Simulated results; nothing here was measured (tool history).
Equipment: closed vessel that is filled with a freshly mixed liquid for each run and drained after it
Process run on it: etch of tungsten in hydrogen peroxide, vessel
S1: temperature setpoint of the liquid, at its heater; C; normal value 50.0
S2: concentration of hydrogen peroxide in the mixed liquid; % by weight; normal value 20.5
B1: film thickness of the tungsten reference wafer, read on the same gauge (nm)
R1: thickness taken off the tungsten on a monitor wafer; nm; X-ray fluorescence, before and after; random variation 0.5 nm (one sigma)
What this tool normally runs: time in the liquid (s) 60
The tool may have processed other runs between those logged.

Run 1, day 0.000: usual settings; B1 150.02. Result: R1 55.99 nm.
Run 2, day 0.500: usual settings; B1 150.00. Result: R1 55.67 nm.
Run 3, day 0.758: usual settings; B1 150.00. Result: R1 56.32 nm.
Run 4, day 1.279: usual settings; B1 150.01. Result: R1 55.91 nm.
Run 5, day 1.612: usual settings; B1 149.99. Result: R1 56.10 nm.
Run 6, day 2.229: usual settings; B1 149.99. Result: R1 55.97 nm.
Run 7, day 4.192: usual settings but S1 47.0 C, time in the liquid (s) 80; B1 150.00. Result: R1 62.16 nm.
At day 4.383: peroxide flow meter replaced.
Run 8, day 4.808: usual settings but S2 17.0 % by weight; B1 150.00. Result: R1 49.90 nm.
Run 9, day 5.133: usual settings but S2 17.0 % by weight; B1 150.00. Result: R1 51.53 nm.
Run 10, day 5.754: usual settings but S2 17.0 % by weight; B1 149.99. Result: R1 50.71 nm.
Run 11, day 6.500: usual settings but S1 53.5 C, time in the liquid (s) 45; B1 149.99. Result: R1 52.34 nm.
At day 6.942: new drum of peroxide connected.
Run 12, day 7.229: usual settings; B1 149.98. Result: R1 56.18 nm.
Run 13, day 7.917: usual settings but S1 53.5 C, S2 17.5 % by weight; B1 150.01. Result: R1 63.60 nm.
Run 14, day 8.483: usual settings; B1 150.01. Result: R1 55.33 nm.
Run 15, day 9.054: usual settings but S1 46.0 C, S2 24.5 % by weight, time in the liquid (s) 30; B1 150.00. Result: R1 24.09 nm.
Run 16, day 9.708: usual settings but S2 15.5 % by weight; B1 150.00. Result: R1 48.79 nm.
At day 10.100: thermometer replaced.
Run 17, day 10.392: usual settings but S1 42.5 C, S2 24.0 % by weight; B1 149.98. Result: R1 37.84 nm.
Run 18, day 10.812: usual settings; B1 150.02. Result: R1 56.40 nm.
Run 19, day 11.250: usual settings but S1 55.0 C, S2 23.0 % by weight, time in the liquid (s) 80; B1 150.00. Result: R1 105.24 nm.
Run 20, day 11.550: usual settings; B1 150.00. Result: R1 55.73 nm.
At day 12.358: gauge calibrated.
Run 21, day 13.467: usual settings but time in the liquid (s) 90; B1 150.00. Result: R1 82.90 nm.
Run 22, day 14.417: usual settings; B1 149.99. Result: R1 56.09 nm.
Run 23, day 15.158: usual settings but S1 53.5 C, S2 26.5 % by weight, time in the liquid (s) 85; B1 150.02. Result: R1 110.63 nm.
Run 24, day 15.858: usual settings but S2 23.0 % by weight; B1 150.01. Result: R1 59.18 nm.
Run 25, day 16.446: usual settings but S1 54.0 C, S2 23.5 % by weight; B1 149.99. Result: R1 75.87 nm.
Run 26, day 17.150: usual settings but time in the liquid (s) 50; B1 150.00. Result: R1 47.14 nm.
Run 27, day 17.479: usual settings but S1 41.5 C, S2 17.5 % by weight, time in the liquid (s) 45; B1 150.00. Result: R1 22.80 nm.
Run 28, day 18.054: usual settings but S1 40.5 C, S2 24.0 % by weight; B1 150.00. Result: R1 32.92 nm.
Run 29, day 18.446: usual settings but S2 15.0 % by weight, time in the liquid (s) 30; B1 150.00. Result: R1 23.59 nm.

Run-by-run hidden state of the tool:
liquid hotter than its thermometer reads (K): 0 in every run
peroxide flow below the setpoint (%): 0 in every run
peroxide weaker than its label (%): 0 in every run
gauge reads high (%): 0 in every run
